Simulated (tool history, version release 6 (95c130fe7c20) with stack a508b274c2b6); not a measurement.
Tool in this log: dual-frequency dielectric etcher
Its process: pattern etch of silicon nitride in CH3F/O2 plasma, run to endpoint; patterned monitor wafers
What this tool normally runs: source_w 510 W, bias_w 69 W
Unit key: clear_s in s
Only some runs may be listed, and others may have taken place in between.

run,hour,source_w,bias_w,"incoming incoming film thickness, nm",clear_s
1,0,410,79,57.9,64.3
2,17,540,59,58.1,60.3
3,33.6,540,59,57.4,59.7
4,46.5,540,59,57.3,59.4
5,73.5,510,69,58.6,60.8
6,83.2,510,69,57.4,59.2
7,130.2,510,77,57.3,57.8
8,136.6,510,77,57.2,57.4
# hour 185.5: wet clean of the chamber
9,186,540,69,57.7,58.9
10,188.2,510,69,57.7,60.6
11,205.1,510,69,57.9,60.4
12,216.5,510,69,57.5,60.6
13,225.8,510,69,57.3,60.5
14,237.7,510,69,58,60.7
15,246.1,510,61,58.1,62.2
# hour 273.3: upper electrode replaced
16,273.8,510,69,57.3,60
17,274.2,560,69,57.5,57.7
18,285.9,630,79,57.2,53.3
# hour 292.7: source power generator calibrated
19,333.6,550,52,57.4,60.8
20,346.5,620,83,57.6,53.4
21,359.5,630,79,57.5,53.5
22,367.3,470,53,57.3,64.6
23,378.8,510,69,57.3,59.7
# hour 382.9: bias power generator calibrated
24,393,510,69,57.8,59.9
25,408.7,390,80,57.8,64.7
26,425.2,540,59,57.5,59.8
27,441.8,630,60,57.6,56.2
28,455.5,610,54,58,57.9
29,469.6,580,69,57.7,56.4
30,479.8,440,77,57.1,61.2

What would each run have given without the hidden state, its run-to-run variation left as it was?
Unlogged tool condition in this case: etch rate over this chamber's usual, %; source power that arrives over what is set, %; bias power that arrives over what is set, %.
run,clear_s
1,65.5
2,61.4
3,60.9
4,60.7
5,62.2
6,60.5
7,59.3
8,58.9
9,59.2
10,60.9
11,60.8
12,61.1
13,60.9
14,61.2
15,62.7
16,60.6
17,58.3
18,53.9
19,61.7
20,54.2
21,54.3
22,65.6
23,60.7
24,61
25,65.9
26,60.9
27,57.3
28,59.1
29,57.7
30,62.5
